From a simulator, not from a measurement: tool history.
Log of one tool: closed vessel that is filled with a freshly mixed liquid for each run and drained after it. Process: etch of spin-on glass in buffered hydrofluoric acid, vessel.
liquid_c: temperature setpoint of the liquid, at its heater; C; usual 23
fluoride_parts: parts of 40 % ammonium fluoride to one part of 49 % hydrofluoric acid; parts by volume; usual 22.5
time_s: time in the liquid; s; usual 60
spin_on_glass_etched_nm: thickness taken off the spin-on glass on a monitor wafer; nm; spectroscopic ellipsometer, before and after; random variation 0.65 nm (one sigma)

run	hour	liquid_c	fluoride_parts	time_s	wafers since the last listed run	hours since the thermometer was replaced	hours since the hydrofluoric acid flow meter was replaced	hours since the gauge calibration	read-back film thickness of the spin-on glass reference wafer, read on the same gauge (nm)	spin_on_glass_etched_nm
1	0	23	22.5	35	0	692.6	1533.1	978.7	149.97	40.13
2	53.6	23	22.5	35	3853	746.2	1586.7	1032.3	149.96	40.23
# hour 64.8: thermometer replaced
3	100.4	23	22.5	35	3292	35.6	1633.5	1079.1	149.98	39.59
4	132	23	22.5	80	2271	67.2	1665.1	1110.7	149.97	90.76
5	192.8	23	22.5	60	4370	128	1725.9	1171.5	150.03	68.42
6	258.2	23	22.5	60	4701	193.4	1791.3	1236.9	150	68.85
7	293.9	23	22.5	60	2566	229.1	1827	1272.6	150.01	68.7
8	342.6	23	29.5	35	3501	277.8	1875.7	1321.3	149.99	33.37
9	382	23	29.5	35	2832	317.2	1915.1	1360.7	150.01	33
10	409.5	23	22.5	60	1976	344.7	1942.6	1388.2	149.98	68.45
11	466.6	23	22.5	60	4104	401.8	1999.7	1445.3	149.98	68.3
12	507.5	23	18.5	60	2940	442.7	2040.6	1486.2	150.02	80.31
13	556.2	23	18.5	60	3501	491.4	2089.3	1534.9	149.96	80.72
14	599.4	23	18.5	60	3105	534.6	2132.5	1578.1	149.95	80.25
15	624	23	22.5	60	1768	559.2	2157.1	1602.7	149.97	67.09
16	676.2	23	22.5	60	3752	611.4	2209.3	1654.9	150.04	68.57
# hour 689.6: thermometer replaced
17	741.4	23	30	60	4615	51.8	2274.5	1720.1	149.97	56.55
18	771	24.5	25.5	80	2127	81.4	2304.1	1749.7	150.01	90.33
# hour 783.7: gauge calibrated
19	845.3	21	22.5	35	5341	155.7	2378.4	61.6	150.01	35.67
20	897.6	26.5	15	60	3759	208	2430.7	113.9	149.98	118.9
# hour 944.6: hydrofluoric acid flow meter replaced
21	989.6	24.5	26	95	6541	300	45	205.9	149.99	107.38
22	1051.3	23	22.5	60	4435	361.7	106.7	267.6	149.98	67.64
23	1089.1	23	14	60	2717	399.5	144.5	305.4	150.01	106.27
24	1150.4	21.5	14	80	4406	460.8	205.8	366.7	149.97	129.24
25	1217.4	26	30	85	4816	527.8	272.8	433.7	149.97	93.32
# hour 1379.1: thermometer replaced
26	1430.3	18	25	60	15233	51.2	485.7	646.6	150.02	48.47
27	1490	25	22.5	60	4291	110.9	545.4	706.3	149.97	76.91
28	1529.5	23	29	60	2839	150.4	584.9	745.8	150.03	56.58
29	1580.9	23	22.5	60	3695	201.8	636.3	797.2	149.99	68.18
30	1639.3	23	22.5	60	4198	260.2	694.7	855.6	150.03	69.58
31	1669.7	23	22.5	60	2185	290.6	725.1	886	150.01	69.31
32	1732.3	23	22.5	60	4500	353.2	787.7	948.6	150.01	69.71

How the hidden state differs across the entries between the runs, from the last listed run before each to the first after it:
Between runs 2 and 3: thermometer replaced (hour 64.8)
  no hidden state differs between the two runs
Between runs 16 and 17: thermometer replaced (hour 689.6)
  no hidden state differs between the two runs
Between runs 18 and 19: gauge calibrated (hour 783.7)
  no hidden state differs between the two runs
Between runs 20 and 21: hydrofluoric acid flow meter replaced (hour 944.6)
  no hidden state differs between the two runs
Between runs 25 and 26: thermometer replaced (hour 1379.1)
  no hidden state differs between the two runs
